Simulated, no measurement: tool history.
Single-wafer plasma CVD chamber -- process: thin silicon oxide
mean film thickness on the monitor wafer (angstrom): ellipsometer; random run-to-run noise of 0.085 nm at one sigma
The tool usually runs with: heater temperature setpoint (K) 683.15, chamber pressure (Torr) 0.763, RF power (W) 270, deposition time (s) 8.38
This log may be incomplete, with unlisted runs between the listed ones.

run     day  heater temperature setpoint (K)  chamber pressure (Torr)  RF power (W)  deposition time (s)  wafers since the last listed run  hours since the last thermocouple change  hours since the last RF generator calibration  hours since the last manometer calibration  hours since the showerhead was replaced  hours since the gauge calibration  read-back reference wafer on the same gauge, thickness_nm  mean film thickness on the monitor wafer (angstrom)
  1   0.000                           683.15                    0.763           270                 9.12                                 0                                     979.7                                          692.5                                      2202.5                                   4004.0                              238.1                                                     17.113                                               158.37
  2   4.138                           683.15                    0.763           230                 9.57                              3521                                    1079.0                                          791.8                                      2301.8                                   4103.3                              337.4                                                     17.092                                               153.16
  3   6.471                           683.15                    0.763           230                 9.57                              1986                                    1135.0                                          847.8                                      2357.8                                   4159.3                              393.4                                                     17.083                                               153.25
  4   7.721                           683.15                    0.763           270                 8.38                              1063                                    1165.0                                          877.8                                      2387.8                                   4189.3                              423.4                                                     17.109                                               141.81
  5   8.325                           683.15                    0.763           270                 8.38                               514                                    1179.5                                          892.3                                      2402.3                                   4203.8                              437.9                                                     17.114                                               142.98
  6   9.071                           683.15                    0.763           270                 8.38                               634                                    1197.4                                          910.2                                      2420.2                                   4221.7                              455.8                                                     17.122                                               144.07
  7  10.142                           683.15                    0.763           270                 8.38                               911                                    1223.1                                          935.9                                      2445.9                                   4247.4                              481.5                                                     17.093                                               143.35
  8  11.429                           683.15                    0.763           270                 8.38                              1095                                    1254.0                                          966.8                                      2476.8                                   4278.3                              512.4                                                     17.122                                               141.79
  9  12.617                           683.15                    0.763           270                 8.38                              1010                                    1282.5                                          995.3                                      2505.3                                   4306.8                              540.9                                                     17.078                                               144.67
 10  13.533                           683.15                    0.763           270                 8.38                               780                                    1304.5                                         1017.3                                      2527.3                                   4328.8                              562.9                                                     17.095                                               142.82
     13.867  -- RF generator calibrated
 11  14.404                           683.15                    0.763           270                 8.38                               457                                    1325.4                                           12.9                                      2548.2                                   4349.7                              583.8                                                     17.076                                               143.76
 12  15.896                           683.15                    0.763           270                 8.38                              1269                                    1361.2                                           48.7                                      2584.0                                   4385.5                              619.6                                                     17.118                                               143.53
 13  16.479                           683.15                    0.763           270                 8.38                               496                                    1375.2                                           62.7                                      2598.0                                   4399.5                              633.6                                                     17.088                                               141.76
 14  17.971                           683.15                    0.763           270                 8.38                              1269                                    1411.0                                           98.5                                      2633.8                                   4435.3                              669.4                                                     17.099                                               142.51
 15  18.796                           683.15                    0.763           270                 9.04                               702                                    1430.8                                          118.3                                      2653.6                                   4455.1                              689.2                                                     17.096                                               152.41
 16  19.367                           683.15                    0.763           270                 8.38                               485                                    1444.5                                          132.0                                      2667.3                                   4468.8                              702.9                                                     17.099                                               142.20
     19.921  -- gauge calibrated
     20.604  -- showerhead replaced
 17  20.712                           695.15                    0.763           245                 8.38                               861                                    1476.8                                          164.3                                      2699.6                                      2.6                               19.0                                                     17.103                                               134.62
     21.717  -- capacitance manometer re-zeroed and calibrated
     21.812  -- thermocouple changed; heater temperature recalibrated
 18  21.833                           697.15                    0.763           290                 8.38                               588                                       0.5                                          191.2                                         2.8                                     29.5                               45.9                                                     17.094                                               157.81
 19  22.771                           693.15                    0.763           270                 8.38                               797                                      23.0                                          213.7                                        25.3                                     52.0                               68.4                                                     17.134                                               153.42
 20  24.146                           683.15                    0.614           270                 8.38                              1170                                      56.0                                          246.7                                        58.3                                     85.0                              101.4                                                     17.096                                               122.51
 21  25.388                           689.15                    0.695           285                 7.30                              1056                                      85.8                                          276.5                                        88.1                                    114.8                              131.2                                                     17.099                                               123.61
 22  26.167                           675.15                    0.763           270                 9.28                               663                                     104.5                                          295.2                                       106.8                                    133.5                              149.9                                                     17.074                                               171.59
 23  26.958                           697.15                    0.763           245                 8.38                               673                                     123.5                                          314.2                                       125.8                                    152.5                              168.9                                                     17.093                                               145.34
 24  28.029                           683.15                    0.763           270                 8.38                               911                                     149.2                                          339.9                                       151.5                                    178.2                              194.6                                                     17.102                                               153.87
 25  29.012                           683.15                    0.763           270                 7.17                               836                                     172.8                                          363.5                                       175.1                                    201.8                              218.2                                                     17.106                                               131.87

Forecast run 26:
 26  29.521                           683.15                    0.691           230                 9.65                               432                                     185.0                                          375.7                                       187.3                                    214.0                              230.4                                                          ?                                                    ?

read-back reference wafer on the same gauge, thickness_nm: 17.119
mean film thickness on the monitor wafer (angstrom): 148.54
On a tool with no hidden condition, and with the same random variation, this run would have come out at mean film thickness on the monitor wafer (angstrom) 151.59.

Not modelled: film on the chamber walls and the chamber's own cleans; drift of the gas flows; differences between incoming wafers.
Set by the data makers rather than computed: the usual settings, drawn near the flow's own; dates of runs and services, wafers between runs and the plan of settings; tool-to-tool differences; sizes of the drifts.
